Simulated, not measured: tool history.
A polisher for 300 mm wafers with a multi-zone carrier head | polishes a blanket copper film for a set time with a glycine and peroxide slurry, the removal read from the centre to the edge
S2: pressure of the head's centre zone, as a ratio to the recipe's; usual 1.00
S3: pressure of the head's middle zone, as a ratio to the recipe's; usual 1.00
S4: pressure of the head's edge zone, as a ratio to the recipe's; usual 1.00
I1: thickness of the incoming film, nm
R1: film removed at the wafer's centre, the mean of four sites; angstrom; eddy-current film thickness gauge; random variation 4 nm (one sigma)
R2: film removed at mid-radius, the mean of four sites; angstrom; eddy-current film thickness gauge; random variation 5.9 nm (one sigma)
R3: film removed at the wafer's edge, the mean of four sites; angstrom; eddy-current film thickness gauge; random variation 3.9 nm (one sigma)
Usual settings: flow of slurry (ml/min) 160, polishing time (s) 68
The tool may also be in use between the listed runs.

{"run": 1, "hour": 0.0, "flow of slurry (ml/min)": 160, "S2": 1.0, "S3": 1.0, "S4": 1.0, "polishing time (s)": 68, "I1": 1084.0, "R1": 4240, "R2": 4328, "R3": 4344}
{"run": 2, "hour": 37.5, "flow of slurry (ml/min)": 160, "S2": 1.03, "S3": 0.94, "S4": 0.95, "polishing time (s)": 86, "I1": 1096.7, "R1": 5445, "R2": 5166, "R3": 5344}
{"run": 3, "hour": 56.5, "flow of slurry (ml/min)": 120, "S2": 1.0, "S3": 1.0, "S4": 1.0, "polishing time (s)": 68, "I1": 1076.4, "R1": 3842, "R2": 4024, "R3": 4137}
{"hour": 76.2, "done": "worn pad replaced by a new one"}
{"run": 4, "hour": 79.3, "flow of slurry (ml/min)": 160, "S2": 0.96, "S3": 1.0, "S4": 1.0, "polishing time (s)": 84, "I1": 1107.7, "R1": 5235, "R2": 5629, "R3": 5620}
{"run": 5, "hour": 104.1, "flow of slurry (ml/min)": 160, "S2": 0.92, "S3": 0.93, "S4": 1.0, "polishing time (s)": 68, "I1": 1107.0, "R1": 4063, "R2": 4216, "R3": 4449}
{"run": 6, "hour": 129.7, "flow of slurry (ml/min)": 160, "S2": 0.97, "S3": 1.0, "S4": 1.08, "polishing time (s)": 68, "I1": 1103.5, "R1": 4204, "R2": 4576, "R3": 4653}
{"run": 7, "hour": 187.6, "flow of slurry (ml/min)": 160, "S2": 1.0, "S3": 1.0, "S4": 1.0, "polishing time (s)": 61, "I1": 1120.7, "R1": 3905, "R2": 3954, "R3": 3953}
{"run": 8, "hour": 213.2, "flow of slurry (ml/min)": 120, "S2": 1.0, "S3": 0.93, "S4": 1.09, "polishing time (s)": 68, "I1": 1081.5, "R1": 4047, "R2": 3813, "R3": 4345}
{"run": 9, "hour": 245.4, "flow of slurry (ml/min)": 160, "S2": 1.0, "S3": 1.0, "S4": 1.0, "polishing time (s)": 68, "I1": 1105.6, "R1": 4211, "R2": 4257, "R3": 4302}
{"run": 10, "hour": 278.2, "flow of slurry (ml/min)": 160, "S2": 0.93, "S3": 1.05, "S4": 1.0, "polishing time (s)": 68, "I1": 1101.5, "R1": 3946, "R2": 4488, "R3": 4296}
{"run": 11, "hour": 291.6, "flow of slurry (ml/min)": 180, "S2": 1.1, "S3": 1.0, "S4": 1.08, "polishing time (s)": 76, "I1": 1101.7, "R1": 5348, "R2": 4850, "R3": 5024}
{"hour": 306.7, "done": "carrier head's membrane replaced by a new one"}
{"run": 12, "hour": 321.9, "flow of slurry (ml/min)": 110, "S2": 1.0, "S3": 1.0, "S4": 0.94, "polishing time (s)": 88, "I1": 1113.8, "R1": 4837, "R2": 4881, "R3": 4995}
{"run": 13, "hour": 342.8, "flow of slurry (ml/min)": 160, "S2": 1.0, "S3": 0.97, "S4": 1.05, "polishing time (s)": 68, "I1": 1081.1, "R1": 4148, "R2": 4049, "R3": 4311}
{"hour": 361.3, "done": "worn pad replaced by a new one"}
{"run": 14, "hour": 370.1, "flow of slurry (ml/min)": 160, "S2": 0.92, "S3": 0.93, "S4": 1.0, "polishing time (s)": 68, "I1": 1089.6, "R1": 4093, "R2": 4236, "R3": 4497}
{"run": 15, "hour": 394.8, "flow of slurry (ml/min)": 160, "S2": 1.0, "S3": 1.0, "S4": 1.0, "polishing time (s)": 55, "I1": 1109.2, "R1": 3586, "R2": 3600, "R3": 3691}
{"run": 16, "hour": 426.1, "flow of slurry (ml/min)": 160, "S2": 0.94, "S3": 1.0, "S4": 1.0, "polishing time (s)": 68, "I1": 1097.8, "R1": 4035, "R2": 4499, "R3": 4468}
{"run": 17, "hour": 456.1, "flow of slurry (ml/min)": 160, "S2": 1.0, "S3": 1.0, "S4": 1.0, "polishing time (s)": 68, "I1": 1087.9, "R1": 4292, "R2": 4423, "R3": 4425}
{"run": 18, "hour": 477.6, "flow of slurry (ml/min)": 160, "S2": 1.0, "S3": 1.07, "S4": 1.0, "polishing time (s)": 68, "I1": 1096.4, "R1": 4278, "R2": 4671, "R3": 4364}
{"run": 19, "hour": 504.1, "flow of slurry (ml/min)": 135, "S2": 1.0, "S3": 1.11, "S4": 1.0, "polishing time (s)": 53, "I1": 1113.2, "R1": 3195, "R2": 3507, "R3": 3239}
{"run": 20, "hour": 518.2, "flow of slurry (ml/min)": 160, "S2": 1.0, "S3": 1.08, "S4": 1.0, "polishing time (s)": 46, "I1": 1098.3, "R1": 2882, "R2": 3115, "R3": 2953}
{"run": 21, "hour": 534.9, "flow of slurry (ml/min)": 160, "S2": 1.0, "S3": 1.0, "S4": 1.0, "polishing time (s)": 68, "I1": 1085.1, "R1": 4248, "R2": 4236, "R3": 4310}
{"hour": 551.6, "done": "slurry nozzle cleaned"}
{"run": 22, "hour": 562.7, "flow of slurry (ml/min)": 210, "S2": 1.0, "S3": 1.08, "S4": 0.9, "polishing time (s)": 68, "I1": 1102.2, "R1": 4444, "R2": 4724, "R3": 4169}
{"run": 23, "hour": 575.7, "flow of slurry (ml/min)": 160, "S2": 1.0, "S3": 0.95, "S4": 1.0, "polishing time (s)": 68, "I1": 1104.5, "R1": 4100, "R2": 4007, "R3": 4287}

3 ways to go on from here, each from the tool as it stands after run 23. What would each give?
{"run": "A", "hour": 576.1, "flow of slurry (ml/min)": 160, "S2": 1.0, "S3": 1.0, "S4": 1.0, "polishing time (s)": 68, "I1": 1098.1, "R1": "?", "R2": "?", "R3": "?"}
{"run": "B", "hour": 576.1, "flow of slurry (ml/min)": 120, "S2": 0.92, "S3": 1.0, "S4": 1.08, "polishing time (s)": 68, "I1": 1098.1, "R1": "?", "R2": "?", "R3": "?"}
{"run": "C", "hour": 576.1, "flow of slurry (ml/min)": 200, "S2": 1.0, "S3": 1.12, "S4": 0.93, "polishing time (s)": 68, "I1": 1098.1, "R1": "?", "R2": "?", "R3": "?"}

run=A R1=4167 R2=4271 R3=4214
run=B R1=3549 R2=3995 R3=4173
run=C R1=4355 R2=4878 R3=4182
Without the tool's hidden state the same runs would have given:
run=A R1=4447 R2=4558 R3=4497
run=B R1=3787 R2=4264 R3=4453
run=C R1=4648 R2=5206 R3=4463
